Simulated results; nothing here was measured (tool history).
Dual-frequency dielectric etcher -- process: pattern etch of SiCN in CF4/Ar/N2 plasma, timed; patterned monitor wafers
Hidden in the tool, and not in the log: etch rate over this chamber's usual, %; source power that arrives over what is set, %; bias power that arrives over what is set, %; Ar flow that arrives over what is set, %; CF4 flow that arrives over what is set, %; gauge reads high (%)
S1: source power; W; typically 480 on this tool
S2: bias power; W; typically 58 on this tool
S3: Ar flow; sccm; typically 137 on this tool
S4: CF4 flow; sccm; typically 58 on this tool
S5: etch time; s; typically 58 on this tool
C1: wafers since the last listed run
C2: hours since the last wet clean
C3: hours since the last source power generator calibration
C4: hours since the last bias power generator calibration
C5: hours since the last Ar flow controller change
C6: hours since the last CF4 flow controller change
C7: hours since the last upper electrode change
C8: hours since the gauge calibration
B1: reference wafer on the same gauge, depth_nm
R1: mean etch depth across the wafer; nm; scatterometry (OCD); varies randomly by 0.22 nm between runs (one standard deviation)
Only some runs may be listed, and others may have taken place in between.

Run 1, hour 0: usual settings but S3 120 sccm; C1 0; C2 388.5; C3 1102.6; C4 1186.6; C5 5980.7; C6 1490.6; C7 0.5; C8 2814.2; B1 60.43. Result: R1 50.93 nm.
At hour 28.1: Ar flow controller replaced.
Run 2, hour 86.8: usual settings; C1 675; C2 475.3; C3 1189.4; C4 1273.4; C5 58.7; C6 1577.4; C7 87.3; C8 2901; B1 60.49. Result: R1 49.7 nm.
At hour 133.8: CF4 flow controller replaced.
At hour 139.5: wet clean of the chamber.
Run 3, hour 140: usual settings; C1 346; C2 0.5; C3 1242.6; C4 1326.6; C5 111.9; C6 6.2; C7 140.5; C8 2954.2; B1 60.44. Result: R1 51.37 nm.
Run 4, hour 171.3: usual settings; C1 261; C2 31.8; C3 1273.9; C4 1357.9; C5 143.2; C6 37.5; C7 171.8; C8 2985.5; B1 60.52. Result: R1 51.22 nm.
Run 5, hour 250.2: usual settings but S5 66 s; C1 659; C2 110.7; C3 1352.8; C4 1436.8; C5 222.1; C6 116.4; C7 250.7; C8 3064.4; B1 60.58. Result: R1 57.71 nm.
Run 6, hour 291.6: usual settings but S3 124 sccm, S5 63 s; C1 345; C2 152.1; C3 1394.2; C4 1478.2; C5 263.5; C6 157.8; C7 292.1; C8 3105.8; B1 60.52. Result: R1 56.21 nm.
At hour 389.8: gauge calibrated.
Run 7, hour 545.3: usual settings but S5 64.5 s; C1 2119; C2 405.8; C3 1647.9; C4 1731.9; C5 517.2; C6 411.5; C7 545.8; C8 155.5; B1 60.44. Result: R1 55.36 nm.
Run 8, hour 628: usual settings but S2 64 W, S3 154 sccm, S4 47 sccm, S5 66.5 s; C1 690; C2 488.5; C3 1730.6; C4 1814.6; C5 599.9; C6 494.2; C7 628.5; C8 238.2; B1 60.4. Result: R1 56.36 nm.
At hour 734.9: wet clean of the chamber.
Run 9, hour 735.4: usual settings but S4 48 sccm; C1 696; C2 0.5; C3 1838; C4 1922; C5 707.3; C6 601.6; C7 735.9; C8 345.6; B1 60.47. Result: R1 50.57 nm.
Run 10, hour 807: usual settings but S1 410 W, S4 67 sccm; C1 598; C2 72.1; C3 1909.6; C4 1993.6; C5 778.9; C6 673.2; C7 807.5; C8 417.2; B1 60.51. Result: R1 46.77 nm.
Run 11, hour 854.1: usual settings but S2 50 W, S3 107 sccm, S4 49 sccm, S5 68 s; C1 393; C2 119.2; C3 1956.7; C4 2040.7; C5 826; C6 720.3; C7 854.6; C8 464.3; B1 60.47. Result: R1 59.03 nm.
Run 12, hour 947.3: usual settings but S1 410 W, S5 70.5 s; C1 778; C2 212.4; C3 2049.9; C4 2133.9; C5 919.2; C6 813.5; C7 947.8; C8 557.5; B1 60.57. Result: R1 56.1 nm.
At hour 969: bias power generator calibrated.
Run 13, hour 991.2: usual settings but S1 600 W, S2 45 W; C1 333; C2 256.3; C3 2093.8; C4 22.2; C5 963.1; C6 857.4; C7 991.7; C8 601.4; B1 60.59. Result: R1 55.26 nm.
At hour 1022.1: source power generator calibrated.
Run 14, hour 1075.8: usual settings but S2 67 W; C1 673; C2 340.9; C3 53.7; C4 106.8; C5 1047.7; C6 942; C7 1076.3; C8 686; B1 60.55. Result: R1 53.34 nm.
Run 15, hour 1146.7: usual settings but S1 360 W, S3 111 sccm, S4 71 sccm; C1 592; C2 411.8; C3 124.6; C4 177.7; C5 1118.6; C6 1012.9; C7 1147.2; C8 756.9; B1 60.52. Result: R1 44.06 nm.
At hour 1253.6: wet clean of the chamber.
Run 16, hour 1254.1: usual settings but S3 108 sccm, S4 72 sccm; C1 696; C2 0.5; C3 232; C4 285.1; C5 1226; C6 1120.3; C7 1254.6; C8 864.3; B1 60.42. Result: R1 55.05 nm.
Run 17, hour 1350.7: usual settings but S1 390 W; C1 806; C2 97.1; C3 328.6; C4 381.7; C5 1322.6; C6 1216.9; C7 1351.2; C8 960.9; B1 60.49. Result: R1 44.8 nm.
Run 18, hour 1414.2: usual settings; C1 530; C2 160.6; C3 392.1; C4 445.2; C5 1386.1; C6 1280.4; C7 1414.7; C8 1024.4; B1 60.53. Result: R1 51.69 nm.
Run 19, hour 1515.5: usual settings but S1 390 W, S2 71 W, S4 65 sccm; C1 846; C2 261.9; C3 493.4; C4 546.5; C5 1487.4; C6 1381.7; C7 1516; C8 1125.7; B1 60.49. Result: R1 47.81 nm.
Run 20, hour 1723: usual settings but S1 530 W, S2 50 W; C1 1733; C2 469.4; C3 700.9; C4 754; C5 1694.9; C6 1589.2; C7 1723.5; C8 1333.2; B1 60.4. Result: R1 51.04 nm.
At hour 1805.9: wet clean of the chamber.
Run 21, hour 1806.4: usual settings; C1 496; C2 0.5; C3 784.3; C4 837.4; C5 1778.3; C6 1672.6; C7 1806.9; C8 1416.6; B1 60.45. Result: R1 51.54 nm.
Run 22, hour 1888.1: usual settings but S2 47 W; C1 682; C2 82.2; C3 866; C4 919.1; C5 1860; C6 1754.3; C7 1888.6; C8 1498.3; B1 60.5. Result: R1 47.92 nm.

Below are 3 alternative next runs, each starting from the tool's condition after run 22. Predict each:
Run A, hour 1888.5: usual settings but S1 370 W; C1 3; C2 82.6; C3 866.4; C4 919.5; C5 1860.4; C6 1754.7; C7 1889; C8 1498.7; B1 ?. Result: R1 ?.
Run B, hour 1888.5: usual settings but S4 67 sccm; C1 3; C2 82.6; C3 866.4; C4 919.5; C5 1860.4; C6 1754.7; C7 1889; C8 1498.7; B1 ?. Result: R1 ?.
Run C, hour 1888.5: usual settings but S1 580 W, S2 71 W, S3 124 sccm, S5 45.5 s; C1 3; C2 82.6; C3 866.4; C4 919.5; C5 1860.4; C6 1754.7; C7 1889; C8 1498.7; B1 ?. Result: R1 ?.

run     B1     R1
  A  60.49  42.87
  B  60.49  51.86
  C  60.49  49.71
The same runs, with their run-to-run variation unchanged, on a tool lacking any hidden condition would have given:
run     R1
  A  43.19
  B  52.24
  C  50.08
